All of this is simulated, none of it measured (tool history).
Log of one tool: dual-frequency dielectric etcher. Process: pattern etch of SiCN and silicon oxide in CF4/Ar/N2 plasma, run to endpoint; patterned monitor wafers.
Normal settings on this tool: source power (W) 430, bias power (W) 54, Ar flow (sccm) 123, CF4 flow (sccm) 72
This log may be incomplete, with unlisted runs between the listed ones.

| run | hour | source power (W) | bias power (W) | Ar flow (sccm) | CF4 flow (sccm) | wafers since the last listed run | hours since the last wet clean | hours since the last source power generator calibration | hours since the last bias power generator calibration | hours since the last Ar flow controller change | hours since the last CF4 flow controller change | hours since the last upper electrode change | incoming incoming film thickness, nm | endpoint time (s) |
|---|---|---|---|---|---|---|---|---|---|---|---|---|---|---|
| 1 | 0 | 430 | 54 | 123 | 82 | 0 | 432.9 | 3794.2 | 4058 | 3560.5 | 2806.7 | 5560.7 | 9.39 | 12.7 |
| 2 | 14.8 | 430 | 51 | 123 | 72 | 204 | 447.7 | 3809 | 4072.8 | 3575.3 | 2821.5 | 5575.5 | 9.38 | 13 |
| 3 | 28.7 | 430 | 51 | 123 | 72 | 192 | 461.6 | 3822.9 | 4086.7 | 3589.2 | 2835.4 | 5589.4 | 9.48 | 13.1 |
|  | 60.2 | upper electrode replaced |
|  | 66.6 | wet clean of the chamber |
| 4 | 67.1 | 400 | 54 | 105 | 72 | 111 | 0.5 | 3861.3 | 4125.1 | 3627.6 | 2873.8 | 6.9 | 9.38 | 13.2 |
| 5 | 67.4 | 400 | 54 | 105 | 72 | 4 | 0.8 | 3861.6 | 4125.4 | 3627.9 | 2874.1 | 7.2 | 9.41 | 13.2 |
|  | 78.2 | CF4 flow controller replaced |
| 6 | 78.7 | 430 | 54 | 123 | 72 | 73 | 12.1 | 3872.9 | 4136.7 | 3639.2 | 0.5 | 18.5 | 9.47 | 13 |
| 7 | 87.4 | 430 | 54 | 123 | 72 | 120 | 20.8 | 3881.6 | 4145.4 | 3647.9 | 9.2 | 27.2 | 9.44 | 13 |
|  | 102.3 | Ar flow controller replaced |
| 8 | 104.6 | 430 | 54 | 123 | 72 | 155 | 38 | 3898.8 | 4162.6 | 2.3 | 26.4 | 44.4 | 9.39 | 12.9 |
| 9 | 112.1 | 480 | 62 | 103 | 72 | 103 | 45.5 | 3906.3 | 4170.1 | 9.8 | 33.9 | 51.9 | 9.42 | 11 |
|  | 119.3 | bias power generator calibrated |
|  | 132.8 | source power generator calibrated |
| 10 | 133.3 | 530 | 54 | 131 | 57 | 182 | 66.7 | 0.5 | 14 | 31 | 55.1 | 73.1 | 9.36 | 11.6 |
| 11 | 145.4 | 510 | 54 | 123 | 82 | 167 | 78.8 | 12.6 | 26.1 | 43.1 | 67.2 | 85.2 | 9.4 | 11.1 |
| 12 | 159.2 | 340 | 48 | 123 | 72 | 191 | 92.6 | 26.4 | 39.9 | 56.9 | 81 | 99 | 9.38 | 15.8 |
| 13 | 170.3 | 430 | 49 | 123 | 72 | 153 | 103.7 | 37.5 | 51 | 68 | 92.1 | 110.1 | 9.47 | 13.4 |
| 14 | 184.9 | 520 | 43 | 123 | 89 | 202 | 118.3 | 52.1 | 65.6 | 82.6 | 106.7 | 124.7 | 9.36 | 11.6 |

Alternative continuations, all from the tool just after run 14; predict every row:
| A | 185.3 | 430 | 54 | 123 | 72 | 5 | 118.7 | 52.5 | 66 | 83 | 107.1 | 125.1 | 9.22 | ? |
| B | 185.3 | 430 | 50 | 123 | 63 | 5 | 118.7 | 52.5 | 66 | 83 | 107.1 | 125.1 | 9.22 | ? |
| C | 185.3 | 360 | 54 | 112 | 72 | 5 | 118.7 | 52.5 | 66 | 83 | 107.1 | 125.1 | 9.22 | ? |
| D | 185.3 | 370 | 58 | 140 | 56 | 5 | 118.7 | 52.5 | 66 | 83 | 107.1 | 125.1 | 9.22 | ? |

| run | endpoint time (s) |
|---|---|
| A | 12.6 |
| B | 13.2 |
| C | 14.1 |
| D | 14.5 |
Take away the tool's hidden state, keep each run's random variation, and the runs would have read:
| run | endpoint time (s) |
|---|---|
| A | 12.6 |
| B | 13.2 |
| C | 14.1 |
| D | 14.5 |

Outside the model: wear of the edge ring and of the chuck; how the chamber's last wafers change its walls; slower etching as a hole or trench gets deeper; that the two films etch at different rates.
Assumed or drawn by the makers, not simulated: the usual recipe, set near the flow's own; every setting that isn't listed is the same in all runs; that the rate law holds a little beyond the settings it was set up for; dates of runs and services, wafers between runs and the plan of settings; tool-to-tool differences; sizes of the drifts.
